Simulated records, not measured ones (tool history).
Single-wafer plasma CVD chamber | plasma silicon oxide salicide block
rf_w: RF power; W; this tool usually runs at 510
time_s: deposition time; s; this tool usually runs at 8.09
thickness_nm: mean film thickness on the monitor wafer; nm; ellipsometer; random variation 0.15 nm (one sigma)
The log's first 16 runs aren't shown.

run   hour  rf_w  time_s  read-back reference wafer on the same gauge, thickness_nm  thickness_nm
 17  505.7   510    8.09                                                     77.908        81.917
 18  519.0   425    8.09                                                     77.867        78.080
 19  539.3   590    9.37                                                     77.904        98.986
 20  559.7   540    7.36                                                     77.899        75.874
 21  576.3   510    8.09                                                     77.911        82.168
 22  590.3   540    7.42                                                     77.907        76.596
     610.5  -- RF generator calibrated
 23  615.6   510    8.09                                                     77.904        83.792
 24  638.0   555    8.09                                                     77.914        85.662
     650.3  -- gauge calibrated
     650.6  -- showerhead replaced
 25  673.5   570    8.64                                                     77.920        92.180
 26  702.2   480    9.32                                                     77.894        94.663
 27  734.0   475    8.60                                                     77.891        87.036
 28  766.8   510    8.09                                                     77.906        83.560
 29  793.0   590    9.37                                                     77.907       100.851
 30  817.6   610    7.27                                                     77.915        78.839
 31  841.2   455    8.09                                                     77.922        80.828
 32  863.5   590    7.19                                                     77.906        77.529

5 options for the next run, each taken on its own from the tool as it stands now. Forecast them:
  A  863.9   510    8.09                                                          ?             ?
  B  863.9   510    6.84                                                          ?             ?
  C  863.9   510    7.34                                                          ?             ?
  D  863.9   420    8.09                                                          ?             ?
  E  863.9   435    9.32                                                          ?             ?

run  read-back reference wafer on the same gauge, thickness_nm  thickness_nm
  A                                                     77.899        83.469
  B                                                     77.899        70.572
  C                                                     77.899        75.730
  D                                                     77.899        78.914
  E                                                     77.899        91.836
Stripped of hidden state, with their random variation kept, the same runs would have yielded:
run  thickness_nm
  A        83.890
  B        70.928
  C        76.113
  D        79.313
  E        92.300
